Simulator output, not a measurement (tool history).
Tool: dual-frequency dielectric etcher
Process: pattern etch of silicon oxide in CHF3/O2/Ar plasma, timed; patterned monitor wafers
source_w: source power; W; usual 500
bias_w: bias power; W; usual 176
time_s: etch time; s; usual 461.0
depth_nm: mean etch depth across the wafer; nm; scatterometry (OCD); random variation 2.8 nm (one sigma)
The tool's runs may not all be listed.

run   hour  source_w  bias_w  time_s  wafers since the last listed run  hours since the last wet clean  hours since the last source power generator calibration  hours since the last bias power generator calibration  hours since the last upper electrode change  hours since the gauge calibration  read-back reference wafer on the same gauge, depth_nm  depth_nm
  1    0.0       500     176   461.0                                 0                            12.1                                                   1155.6                                                 2323.7                                       3385.3                              385.2                                                  867.2     852.1
  2   20.1       500     176   461.0                                63                            32.2                                                   1175.7                                                 2343.8                                       3405.4                              405.3                                                  867.4     852.1
  3   51.7       500     176   461.0                               100                            63.8                                                   1207.3                                                 2375.4                                       3437.0                              436.9                                                  866.0     850.0
  4   75.4       500     176   565.0                                75                            87.5                                                   1231.0                                                 2399.1                                       3460.7                              460.6                                                  864.9    1041.3
  5   97.8       500     176   565.0                                71                           109.9                                                   1253.4                                                 2421.5                                       3483.1                              483.0                                                  863.2    1039.5
  6  127.3       500     176   461.0                                93                           139.4                                                   1282.9                                                 2451.0                                       3512.6                              512.5                                                  861.1     843.6
  7  156.9       450     207   461.0                                94                           169.0                                                   1312.5                                                 2480.6                                       3542.2                              542.1                                                  859.8     868.0
  8  186.5       550     176   461.0                                94                           198.6                                                   1342.1                                                 2510.2                                       3571.8                              571.7                                                  858.4     874.5
     206.5  -- gauge calibrated
  9  272.5       550     176   461.0                               273                           284.6                                                   1428.1                                                 2596.2                                       3657.8                               66.0                                                  876.6     889.4
 10  291.7       500     176   461.0                                61                           303.8                                                   1447.3                                                 2615.4                                       3677.0                               85.2                                                  877.6     856.4
 11  304.3       550     155   501.0                                40                           316.4                                                   1459.9                                                 2628.0                                       3689.6                               97.8                                                  876.6     920.7
 12  322.3       450     141   376.5                                57                           334.4                                                   1477.9                                                 2646.0                                       3707.6                              115.8                                                  876.6     613.2
     350.7  -- source power generator calibrated
 13  394.5       500     176   461.0                               217                           406.6                                                     43.8                                                 2718.2                                       3779.8                              188.0                                                  875.4     864.4
     444.2  -- upper electrode replaced
 14  444.7       500     176   461.0                                83                           456.8                                                     94.0                                                 2768.4                                          0.5                              238.2                                                  874.1     854.8
 15  458.8       410     154   555.0                                44                           470.9                                                    108.1                                                 2782.5                                         14.6                              252.3                                                  873.7     902.9
 16  484.1       390     159   546.5                                80                           496.2                                                    133.4                                                 2807.8                                         39.9                              277.6                                                  872.6     882.7
     504.9  -- bias power generator calibrated
     531.2  -- wet clean of the chamber
 17  531.7       500     176   461.0                                62                             0.5                                                    181.0                                                   26.8                                         87.5                              325.2                                                  872.2     851.2
 18  532.1       560     134   518.5                                 1                             0.9                                                    181.4                                                   27.2                                         87.9                              325.6                                                  871.8     893.2

Forecast run 19:
 19  547.3       430     160   393.0                                48                            16.1                                                    196.6                                                   42.4                                        103.1                              340.8                                                      ?         ?

Run 19 gave read-back reference wafer on the same gauge, depth_nm 870.9, depth_nm 664.9 nm.
Without the tool's hidden state the same run would have given depth_nm 668.9 nm.
